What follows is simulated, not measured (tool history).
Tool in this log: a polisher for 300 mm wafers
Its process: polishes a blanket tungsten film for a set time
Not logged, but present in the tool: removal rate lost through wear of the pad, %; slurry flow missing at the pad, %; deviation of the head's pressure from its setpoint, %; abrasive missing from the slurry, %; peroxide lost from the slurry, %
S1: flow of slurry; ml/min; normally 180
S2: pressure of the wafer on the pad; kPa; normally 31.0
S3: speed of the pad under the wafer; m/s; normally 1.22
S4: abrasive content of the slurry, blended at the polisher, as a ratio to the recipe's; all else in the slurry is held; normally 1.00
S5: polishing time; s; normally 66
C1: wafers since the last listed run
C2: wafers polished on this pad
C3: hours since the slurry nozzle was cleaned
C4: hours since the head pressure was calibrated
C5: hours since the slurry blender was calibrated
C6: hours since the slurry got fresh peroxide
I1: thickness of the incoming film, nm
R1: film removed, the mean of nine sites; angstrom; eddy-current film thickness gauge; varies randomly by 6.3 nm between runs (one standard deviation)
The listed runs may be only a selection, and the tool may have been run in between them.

Run 1, hour 0.0: usual settings but S2 26.9 kPa; C1 0; C2 1702; C3 58.2; C4 669.0; C5 61.2; C6 76.8; I1 1312.6. Result: R1 4088 angstrom.
Run 2, hour 13.2: usual settings; C1 121; C2 1823; C3 71.4; C4 682.2; C5 74.4; C6 90.0; I1 1309.7. Result: R1 4545 angstrom.
At hour 23.2: head pressure recalibrated.
At hour 38.8: worn pad replaced by a new one, of another model than before.
Run 3, hour 42.0: usual settings; C1 209; C2 29; C3 100.2; C4 18.8; C5 103.2; C6 118.8; I1 1304.6. Result: R1 4474 angstrom.
Run 4, hour 75.2: usual settings; C1 304; C2 333; C3 133.4; C4 52.0; C5 136.4; C6 152.0; I1 1309.0. Result: R1 4426 angstrom.
Run 5, hour 105.2: usual settings but S1 120 ml/min, S2 22.1 kPa, S4 1.30; C1 275; C2 608; C3 163.4; C4 82.0; C5 166.4; C6 182.0; I1 1310.7. Result: R1 3962 angstrom.
Run 6, hour 131.4: usual settings; C1 240; C2 848; C3 189.6; C4 108.2; C5 192.6; C6 208.2; I1 1307.2. Result: R1 4219 angstrom.
At hour 160.5: slurry tank refilled with fresh slurry and peroxide.
Run 7, hour 167.2: usual settings but S2 26.2 kPa, S4 0.75; C1 319; C2 1167; C3 225.4; C4 144.0; C5 228.4; C6 6.7; I1 1323.0. Result: R1 3763 angstrom.
At hour 170.3: slurry blender recalibrated.
Run 8, hour 195.5: usual settings but S2 25.5 kPa, S4 0.75; C1 241; C2 1408; C3 253.7; C4 172.3; C5 25.2; C6 35.0; I1 1320.5. Result: R1 3978 angstrom.
Run 9, hour 208.1: usual settings; C1 115; C2 1524; C3 266.3; C4 184.9; C5 37.8; C6 47.6; I1 1306.8. Result: R1 4567 angstrom.
Run 10, hour 234.9: usual settings but S1 220 ml/min, S3 0.88 m/s, S5 47 s; C1 245; C2 1770; C3 293.1; C4 211.7; C5 64.6; C6 74.4; I1 1308.7. Result: R1 2778 angstrom.
Run 11, hour 253.9: usual settings but S1 150 ml/min, S2 25.5 kPa; C1 174; C2 1944; C3 312.1; C4 230.7; C5 83.6; C6 93.4; I1 1326.6. Result: R1 3999 angstrom.
At hour 277.5: worn pad replaced by a new one.
Run 12, hour 286.0: usual settings but S1 130 ml/min, S2 20.0 kPa, S5 51 s; C1 257; C2 78; C3 344.2; C4 262.8; C5 115.7; C6 125.5; I1 1332.7. Result: R1 2828 angstrom.
Run 13, hour 306.7: usual settings but S4 1.25, S5 52 s; C1 189; C2 267; C3 364.9; C4 283.5; C5 136.4; C6 146.2; I1 1291.7. Result: R1 3591 angstrom.
Run 14, hour 335.1: usual settings but S4 1.25; C1 260; C2 528; C3 393.3; C4 311.9; C5 164.8; C6 174.6; I1 1311.4. Result: R1 4558 angstrom.
Run 15, hour 360.5: usual settings; C1 232; C2 761; C3 418.7; C4 337.3; C5 190.2; C6 200.0; I1 1300.6. Result: R1 4328 angstrom.
Run 16, hour 379.5: usual settings but S4 1.25; C1 174; C2 935; C3 437.7; C4 356.3; C5 209.2; C6 219.0; I1 1309.7. Result: R1 4426 angstrom.

Run 17, settings as shown, results not yet in. Your forecast:
At hour 391.8: slurry blender recalibrated.
Run 17, hour 399.4: usual settings but S1 145 ml/min, S2 26.2 kPa, S3 1.54 m/s; C1 164; C2 1099; C3 457.6; C4 376.2; C5 7.6; C6 238.9; I1 1321.6. Result: R1 ?.

R1: 4837 angstrom
Minus the tool's unlogged condition, the same run would have read R1 4899 angstrom.

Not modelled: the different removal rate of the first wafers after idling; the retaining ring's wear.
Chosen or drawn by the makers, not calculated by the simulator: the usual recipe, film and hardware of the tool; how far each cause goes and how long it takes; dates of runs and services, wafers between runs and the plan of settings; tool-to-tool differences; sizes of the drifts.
